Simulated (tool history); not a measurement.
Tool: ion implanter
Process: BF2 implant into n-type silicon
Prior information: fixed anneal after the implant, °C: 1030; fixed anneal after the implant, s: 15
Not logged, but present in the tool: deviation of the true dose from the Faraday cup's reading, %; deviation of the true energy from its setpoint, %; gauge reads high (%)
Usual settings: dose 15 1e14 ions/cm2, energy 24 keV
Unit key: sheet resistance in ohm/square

run    hour   dose  energy  wafers since the last listed run  hours since the last dose calibration  hours since the extraction supply was calibrated  hours since the gauge calibration  read-back reference wafer on the same gauge, sheet resistance  sheet resistance
  1       0     15    21.5                                 0                                  171.6                                            4668.4                              218.8                                                         141.08            157.25
  2    45.9     15      21                              1121                                  217.5                                            4714.3                              264.7                                                         140.94            158.45
  3   103.7     15      24                              1411                                  275.3                                            4772.1                              322.5                                                         141.03            150.23
  4   168.3     15      24                              1578                                  339.9                                            4836.7                              387.1                                                         141.04            150.34
  5   208.5     15      24                               982                                  380.1                                            4876.9                              427.3                                                         141.05            151.02
  6   243.4     15      24                               852                                    415                                            4911.8                              462.2                                                         140.87            150.25
  7   275.2     15      24                               776                                  446.8                                            4943.6                                494                                                         140.84            150.17
  8   303.1  11.65      24                               681                                  474.7                                            4971.5                              521.9                                                         141.03            163.15
  9     359  11.65      24                              1365                                  530.6                                            5027.4                              577.8                                                          141.1            163.67
 10   417.7     15    27.5                              1433                                  589.3                                            5086.1                              636.5                                                            141            143.16
 11   484.4     15    27.5                              1629                                    656                                            5152.8                              703.2                                                         141.07            142.77
 12   550.2     15      24                              1607                                  721.8                                            5218.6                                769                                                         140.96            150.65
 13   590.9  17.27      24                               994                                  762.5                                            5259.3                              809.7                                                         141.02            147.01
 14     630     15      24                               955                                  801.6                                            5298.4                              848.8                                                         141.13            150.87
 15   690.5  12.64      31                              1477                                  862.1                                            5358.9                              909.3                                                         141.08            144.03
      708.7  -- gauge calibrated
 16   735.1     15      24                              1089                                  906.7                                            5403.5                               26.4                                                         141.06            151.68
 17     770     15      19                               852                                  941.6                                            5438.4                               61.3                                                         140.93            165.46
 18   833.2     15      24                              1543                                 1004.8                                            5501.6                              124.5                                                         140.89            151.38
 19   894.1  16.45      27                              1487                                 1065.7                                            5562.5                              185.4                                                         140.93            141.11
      902.9  -- extraction supply calibrated
 20   932.7  17.39    17.5                               747                                 1104.3                                              29.8                                224                                                         140.96            166.97
      993.1  -- Faraday cup replaced and dose calibrated
 21  1117.2     15      24                              4311                                  124.1                                             214.3                              408.5                                                            141            149.73
 22  1174.5     15      24                              1399                                  181.4                                             271.6                              465.8                                                         140.98            150.81
 23  1207.3  11.07    16.5                               801                                  214.2                                             304.4                              498.6                                                         141.04            189.61
 24  1237.5     15      24                               737                                  244.4                                             334.6                              528.8                                                         140.92            150.82
 25  1269.9     15    28.5                               791                                  276.8                                               367                              561.2                                                         140.93            140.81
 26  1399.7  13.65      16                              3170                                  406.6                                             496.8                                691                                                         141.01            179.97
 27  1454.4  16.74      29                              1336                                  461.3                                             551.5                              745.7                                                         140.97            136.12
 28  1523.4  13.78      24                              1685                                  530.3                                             620.5                              814.7                                                         141.08            154.65

Consider 3 possible next runs. They are alternatives, not a sequence: every one starts from the tool as it was left by run 28. What does each give?
  A  1523.8  13.22      24                                 9                                  530.7                                             620.9                              815.1                                                              ?                 ?
  B  1523.8  16.42    17.5                                 9                                  530.7                                             620.9                              815.1                                                              ?                 ?
  C  1523.8  11.28    17.5                                 9                                  530.7                                             620.9                              815.1                                                              ?                 ?

run  read-back reference wafer on the same gauge, sheet resistance  sheet resistance
  A                                                         140.95            156.91
  B                                                         140.95            168.52
  C                                                         140.95            186.08
What these runs would have given with no unlogged condition in the tool:
run  sheet resistance
  A            154.84
  B            167.33
  C            183.17

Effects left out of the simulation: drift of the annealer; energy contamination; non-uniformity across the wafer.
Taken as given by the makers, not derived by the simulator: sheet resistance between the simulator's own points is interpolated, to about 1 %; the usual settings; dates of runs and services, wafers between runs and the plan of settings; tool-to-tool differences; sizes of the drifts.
